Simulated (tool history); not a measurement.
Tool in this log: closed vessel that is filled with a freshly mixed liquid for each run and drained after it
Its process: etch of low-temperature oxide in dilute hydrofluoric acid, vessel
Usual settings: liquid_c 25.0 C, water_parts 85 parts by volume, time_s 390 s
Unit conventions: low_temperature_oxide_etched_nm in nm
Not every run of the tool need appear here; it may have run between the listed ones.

run	hour	liquid_c	water_parts	time_s	wafers since the last listed run	hours since the thermometer was replaced	hours since the hydrofluoric acid flow meter was replaced	hours since the gauge calibration	read-back film thickness of the low-temperature oxide reference wafer, read on the same gauge (nm)	low_temperature_oxide_etched_nm
1	0.0	26.5	85	390	0	257.1	188.7	368.1	140.00	65.96
2	61.9	26.5	85	390	5713	319.0	250.6	430.0	139.99	65.87
3	108.3	25.0	85	390	4283	365.4	297.0	476.4	140.00	61.95
4	167.6	25.0	85	390	5473	424.7	356.3	535.7	139.99	62.16
5	213.0	25.0	85	390	4190	470.1	401.7	581.1	139.99	61.64
6	273.1	25.0	85	390	5547	530.2	461.8	641.2	140.01	62.23
7	338.1	25.0	85	390	5999	595.2	526.8	706.2	140.00	62.30
8	366.8	25.0	85	390	2649	623.9	555.5	734.9	139.99	62.25
9	555.7	25.0	85	390	17436	812.8	744.4	923.8	139.98	62.57
10	591.1	25.0	85	390	3267	848.2	779.8	959.2	140.00	62.92
11	654.8	25.0	85	390	5879	911.9	843.5	1022.9	140.00	63.10
12	705.6	25.0	85	390	4689	962.7	894.3	1073.7	139.99	63.37
13	763.1	22.0	85	390	5307	1020.2	951.8	1131.2	140.00	56.07
14	919.2	25.0	85	390	14409	1176.3	1107.9	1287.3	140.01	63.57
# hour 953.5: gauge calibrated
# hour 962.6: thermometer replaced
# hour 971.9: hydrofluoric acid flow meter replaced
15	974.0	25.0	85	390	4873	11.4	2.1	20.5	140.01	61.36
16	1025.9	25.0	125	535	4790	63.3	54.0	72.4	139.98	54.65
17	1070.0	23.0	50	505	4070	107.4	98.1	116.5	140.02	130.09
18	1123.8	25.0	125	170	4966	161.2	151.9	170.3	140.01	17.34
19	1172.4	26.5	120	515	4486	209.8	200.5	218.9	140.01	58.57
20	1224.1	29.0	85	390	4772	261.5	252.2	270.6	139.99	72.69
21	1257.0	26.5	105	200	3036	294.4	285.1	303.5	139.98	26.51
22	1322.6	27.5	50	390	6055	360.0	350.7	369.1	140.00	122.67
23	1355.1	20.5	85	480	2999	392.5	383.2	401.6	140.00	63.96
24	1407.8	25.0	85	230	4864	445.2	435.9	454.3	140.00	36.52
25	1456.5	25.0	85	390	4495	493.9	484.6	503.0	140.01	62.44
26	1525.3	25.0	85	390	6350	562.7	553.4	571.8	140.00	62.49

Exercise: give the hidden state of the tool at every run:
liquid colder than its thermometer reads (K): 0 at every run
gauge reads high (%): 0 at every run
H1: hydrofluoric acid flow above the setpoint (%)
run	H1
1	0.743
2	0.955
3	1.11
4	1.31
5	1.47
6	1.67
7	1.9
8	1.99
9	2.64
10	2.76
11	2.98
12	3.15
13	3.35
14	3.88
15	0.29
16	0.467
17	0.618
18	0.801
19	0.967
20	1.14
21	1.26
22	1.48
23	1.59
24	1.77
25	1.94
26	2.17

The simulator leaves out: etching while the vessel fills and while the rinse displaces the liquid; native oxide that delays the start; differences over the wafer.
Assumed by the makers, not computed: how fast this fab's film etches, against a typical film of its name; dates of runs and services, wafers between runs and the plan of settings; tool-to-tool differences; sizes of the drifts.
